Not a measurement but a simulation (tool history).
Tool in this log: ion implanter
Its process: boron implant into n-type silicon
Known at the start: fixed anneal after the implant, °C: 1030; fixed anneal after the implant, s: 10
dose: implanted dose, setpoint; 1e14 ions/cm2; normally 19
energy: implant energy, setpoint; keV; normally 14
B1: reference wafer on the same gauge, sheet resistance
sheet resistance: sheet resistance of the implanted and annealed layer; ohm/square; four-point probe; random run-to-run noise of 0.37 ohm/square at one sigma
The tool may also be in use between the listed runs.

run 1 day=0 | dose=19 energy=11.5 | B1=69.78 | sheet_resistance=83.8
run 2 day=1.117 | dose=19 energy=11.5 | B1=69.92 | sheet_resistance=83.88
run 3 day=2.296 | dose=22.05 energy=14 | B1=69.73 | sheet_resistance=72.4
run 4 day=2.812 | dose=22.05 energy=14 | B1=69.96 | sheet_resistance=73.12
run 5 day=3.65 | dose=19 energy=14 | B1=69.86 | sheet_resistance=77
run 6 day=4.688 | dose=19 energy=14 | B1=69.98 | sheet_resistance=77.54
run 7 day=5.454 | dose=19 energy=14 | B1=70.19 | sheet_resistance=77.02
run 8 day=6.038 | dose=22.87 energy=10.5 | B1=70.27 | sheet_resistance=83.68
run 9 day=6.658 | dose=22.87 energy=10.5 | B1=70.28 | sheet_resistance=84.54
run 10 day=7.612 | dose=20.23 energy=14 | B1=70.25 | sheet_resistance=75.96
run 11 day=8.883 | dose=20.23 energy=14 | B1=70.37 | sheet_resistance=75.13
run 12 day=10.112 | dose=20.23 energy=14 | B1=70.5 | sheet_resistance=75.79
run 13 day=11.283 | dose=19 energy=17 | B1=70.71 | sheet_resistance=72.9
run 14 day=12.242 | dose=19 energy=17 | B1=70.79 | sheet_resistance=72.14
run 15 day=13.675 | dose=19 energy=14 | B1=71.08 | sheet_resistance=78.81
run 16 day=14.808 | dose=19 energy=14 | B1=71.11 | sheet_resistance=77.95
-- day=15.4 gauge calibrated
run 17 day=16.146 | dose=19 energy=14 | B1=69.63 | sheet_resistance=76.49
run 18 day=16.746 | dose=19 energy=14 | B1=69.39 | sheet_resistance=76.21
run 19 day=17.896 | dose=24.18 energy=12.5 | B1=69.58 | sheet_resistance=74.23
run 20 day=19.079 | dose=16.15 energy=10 | B1=69.48 | sheet_resistance=93.62
-- day=20.225 extraction supply calibrated
run 21 day=20.246 | dose=23.55 energy=16.5 | B1=69.71 | sheet_resistance=65.65
run 22 day=21.562 | dose=19 energy=14 | B1=69.45 | sheet_resistance=76.9
-- day=22.021 Faraday cup replaced and dose calibrated
run 23 day=22.071 | dose=14.97 energy=15.5 | B1=69.74 | sheet_resistance=83.98
run 24 day=23.254 | dose=19 energy=14 | B1=69.8 | sheet_resistance=77.45
run 25 day=24.646 | dose=19 energy=15.5 | B1=69.97 | sheet_resistance=73.76
run 26 day=28.175 | dose=23.67 energy=19 | B1=70.19 | sheet_resistance=62.37
run 27 day=29.429 | dose=19 energy=14 | B1=70.09 | sheet_resistance=77.52
run 28 day=30.667 | dose=23.55 energy=16.5 | B1=70.31 | sheet_resistance=66.29
run 29 day=31.454 | dose=14.12 energy=14 | B1=70.23 | sheet_resistance=90.27
run 30 day=32.492 | dose=19 energy=14 | B1=70.71 | sheet_resistance=76.9
run 31 day=33.142 | dose=19 energy=18 | B1=70.62 | sheet_resistance=70.41
run 32 day=33.779 | dose=17.43 energy=17 | B1=70.57 | sheet_resistance=75.77
run 33 day=34.371 | dose=19 energy=14 | B1=70.54 | sheet_resistance=77.82
run 34 day=35.271 | dose=22.05 energy=18.5 | B1=70.94 | sheet_resistance=65.25
-- day=35.533 gauge calibrated
run 35 day=36.479 | dose=19 energy=16 | B1=69.63 | sheet_resistance=72.79

Alternative continuations, all from the tool just after run 35; predict every row:
run A day=36.496 | dose=23.44 energy=14 | B1=? | sheet_resistance=?
run B day=36.496 | dose=14.38 energy=12 | B1=? | sheet_resistance=?
run C day=36.496 | dose=15.2 energy=17 | B1=? | sheet_resistance=?

run=A B1=69.66 sheet_resistance=70.69
run=B B1=69.66 sheet_resistance=92.43
run=C B1=69.66 sheet_resistance=81.3
With the hidden condition removed and each run's random variation left untouched, the same runs would have given:
run=A sheet_resistance=70.63
run=B sheet_resistance=92.35
run=C sheet_resistance=81.23
